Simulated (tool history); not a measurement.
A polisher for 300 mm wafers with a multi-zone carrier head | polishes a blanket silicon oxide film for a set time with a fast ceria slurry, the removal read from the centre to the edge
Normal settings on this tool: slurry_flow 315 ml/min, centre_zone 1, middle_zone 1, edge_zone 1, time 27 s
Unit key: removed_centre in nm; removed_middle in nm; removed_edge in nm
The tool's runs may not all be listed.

run	hour	slurry_flow	centre_zone	middle_zone	edge_zone	time	incoming thickness of the incoming film, nm	removed_centre	removed_middle	removed_edge
1	0	315	1	1	1	27	1607.8	570.5	562.4	559.5
2	19.4	315	1	0.97	1	27	1598.3	560.6	550.4	548.8
3	29	315	1	1	1	27	1588.4	560.7	553.9	555.7
4	52.9	315	1.08	1.06	1	25	1598.8	591.1	556.2	539.5
5	79.6	315	0.94	1	0.95	27	1600.8	552.8	571.6	573.8
6	94.8	315	0.93	1	1	19	1600.4	383.6	412.1	408.5
7	108.6	275	0.89	0.9	1.06	27	1600.4	510.9	510.8	590.9
8	120.9	315	1	0.91	1	27	1595.1	580.4	525.9	587.1
9	147.4	375	1	1	1	21	1599.6	452.9	449.7	450.3
10	176.2	230	1.1	1.1	1	27	1594.1	596.6	595.7	553.7
11	199.6	230	0.93	1	0.92	27	1616.3	503.6	529	527.7
12	227.9	315	0.93	1.1	1.04	27	1607.1	515.3	595.7	552.4
13	257.1	315	1.07	1	1.09	27	1595.7	621.2	588	604.6
14	274.4	315	1	1	1	27	1605	576.3	585.8	579
15	295.2	315	1	1	1	27	1573.2	575.6	575.5	578.8
16	317.5	315	1.07	1	1	27	1604	608.7	574.6	575.2
17	350.7	210	1	1	0.92	27	1607.3	529.1	538.1	528.1
18	372.9	315	1	1	1	27	1575.1	558.7	557.8	553.2
19	407	275	1.11	1	0.89	20	1582.3	440.3	405.4	381.4
20	419.8	270	1	1.05	1	27	1605	574.6	593	573.6
21	452.2	415	1.06	1	1	27	1565	631.6	611.4	595.9

Between the runs listed above, the log contained 5 entries, not reproduced here. Where in the sequence does each belong, and how does what the log doesn't record of the tool's condition differ from the listed run before to the listed run after?
Runs 1 to 2: carrier head's membrane replaced by a new one (hour 18.9)
  removal rate lost through wear of the pad, %: 3.99 -> 5.09; deviation of the centre zone's pressure from its setpoint, %: -0.675 -> -0.793
  difference, measured minus the result without the unlogged condition, removed_centre: -27.7 -> -34.7 nm; removed_middle: -23.4 -> -29.5 nm; removed_edge: -23.3 -> -29.4 nm
Runs 3 to 4: worn pad replaced by a new one (hour 52.4)
  removal rate lost through wear of the pad, %: 5.69 -> 0.828; deviation of the centre zone's pressure from its setpoint, %: -0.851 -> -0.996
  difference, measured minus the result without the unlogged condition, removed_centre: -38.8 -> -10.8 nm; removed_middle: -33.4 -> -4.6 nm; removed_edge: -33.5 -> -4.5 nm
Runs 4 to 5: edge zone pressure recalibrated (hour 66.7)
  removal rate lost through wear of the pad, %: 0.828 -> 0.975; deviation of the centre zone's pressure from its setpoint, %: -0.996 -> -1.16
  difference, measured minus the result without the unlogged condition, removed_centre: -10.8 -> -11.9 nm; removed_middle: -4.6 -> -5.6 nm; removed_edge: -4.5 -> -5.6 nm
Runs 12 to 13: worn pad replaced by a new one (hour 236.8)
  removal rate lost through wear of the pad, %: 6.96 -> 1.16; deviation of the centre zone's pressure from its setpoint, %: -2.06 -> -2.23
  difference, measured minus the result without the unlogged condition, removed_centre: -50 -> -21.2 nm; removed_middle: -44.5 -> -6.8 nm; removed_edge: -41.3 -> -7.1 nm
Runs 19 to 20: worn pad replaced by a new one (hour 414.7)
  removal rate lost through wear of the pad, %: 6.85 -> 0.183; deviation of the centre zone's pressure from its setpoint, %: -3.14 -> -3.22
  difference, measured minus the result without the unlogged condition, removed_centre: -47.2 -> -19.8 nm; removed_middle: -29.7 -> -1 nm; removed_edge: -28.1 -> -1 nm
